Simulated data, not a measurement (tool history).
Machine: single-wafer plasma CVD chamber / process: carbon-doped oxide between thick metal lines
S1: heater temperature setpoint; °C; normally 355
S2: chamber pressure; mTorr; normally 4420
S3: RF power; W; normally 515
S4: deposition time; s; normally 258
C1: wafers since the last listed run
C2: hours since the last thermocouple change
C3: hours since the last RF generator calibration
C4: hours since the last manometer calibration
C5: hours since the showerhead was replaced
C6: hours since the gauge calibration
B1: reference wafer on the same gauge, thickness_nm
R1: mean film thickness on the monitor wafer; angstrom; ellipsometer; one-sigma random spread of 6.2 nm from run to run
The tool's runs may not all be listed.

run    hour   S1    S2   S3   S4    C1      C2     C3      C4      C5      C6        B1        R1
  1     0.0  355  4420  485  258     0   960.5  205.4  1400.1  3645.2  1518.9  1420.468  11735.26
  2    40.5  355  4420  485  258   338  1001.0  245.9  1440.6  3685.7  1559.4  1418.339  11776.43
  3   104.5  355  4420  485  258   535  1065.0  309.9  1504.6  3749.7  1623.4  1419.995  11803.27
      202.4  -- thermocouple changed; heater temperature recalibrated
  4   202.9  355  4420  560  258   755     0.5  408.3  1603.0  3848.1  1721.8  1421.279  13010.25
  5   302.6  348  4420  515  258   833   100.2  508.0  1702.7  3947.8  1821.5  1421.937  12539.59
  6   349.2  348  4420  515  258   389   146.8  554.6  1749.3  3994.4  1868.1  1422.732  12432.65
      418.1  -- showerhead replaced
  7   430.1  348  4420  515  258   609   227.7  635.5  1830.2    12.0  1949.0  1424.611  12452.88
  8   484.6  363  4420  425  258   455   282.2  690.0  1884.7    66.5  2003.5  1424.621  10475.18
  9   582.7  365  5300  445  221   820   380.3  788.1  1982.8   164.6  2101.6  1425.722   9468.04
 10   639.3  355  4420  515  278   473   436.9  844.7  2039.4   221.2  2158.2  1423.819  13345.90
      668.9  -- RF generator calibrated
      772.2  -- capacitance manometer re-zeroed and calibrated
 11   842.8  360  3790  515  258  1567   640.4  173.9    70.6   424.7  2361.7  1425.276  11953.78
 12   937.9  360  3530  440  258   795   735.5  269.0   165.7   519.8  2456.8  1428.187  10648.87
 13   978.2  348  4420  515  258   337   775.8  309.3   206.0   560.1  2497.1  1429.122  12426.00
 14  1290.6  355  4420  515  258  2612  1088.2  621.7   518.4   872.5  2809.5  1434.348  12339.41
 15  1540.6  355  4420  485  258  2090  1338.2  871.7   768.4  1122.5  3059.5  1432.899  11844.33
     1586.4  -- thermocouple changed; heater temperature recalibrated
 16  1620.1  345  3980  600  240   597    33.7  951.2   847.9  1202.0  3139.0  1436.012  12946.22
     1624.8  -- gauge calibrated
 17  1659.9  355  5500  470  234   332    73.5  991.0   887.7  1241.8    35.1  1410.990  10558.61
     1689.6  -- RF generator calibrated
 18  1740.1  365  5300  445  221   603   153.7   50.5   967.9  1322.0   115.3  1410.438   9323.48
 19  1814.1  355  3600  515  275   618   227.7  124.5  1041.9  1396.0   189.3  1410.280  12677.99
 20  1904.7  350  3600  485  258   757   318.3  215.1  1132.5  1486.6   279.9  1410.343  11677.03

The next listed run, before its measurement:
 21  1963.1  355  4420  515  258  488  376.7  273.5  1190.9  1545.0  338.3   ?   ?

B1: 1412.204
R1: 12235.41 angstrom
Minus the tool's unlogged condition, the same run would have read R1 12219.27 angstrom.
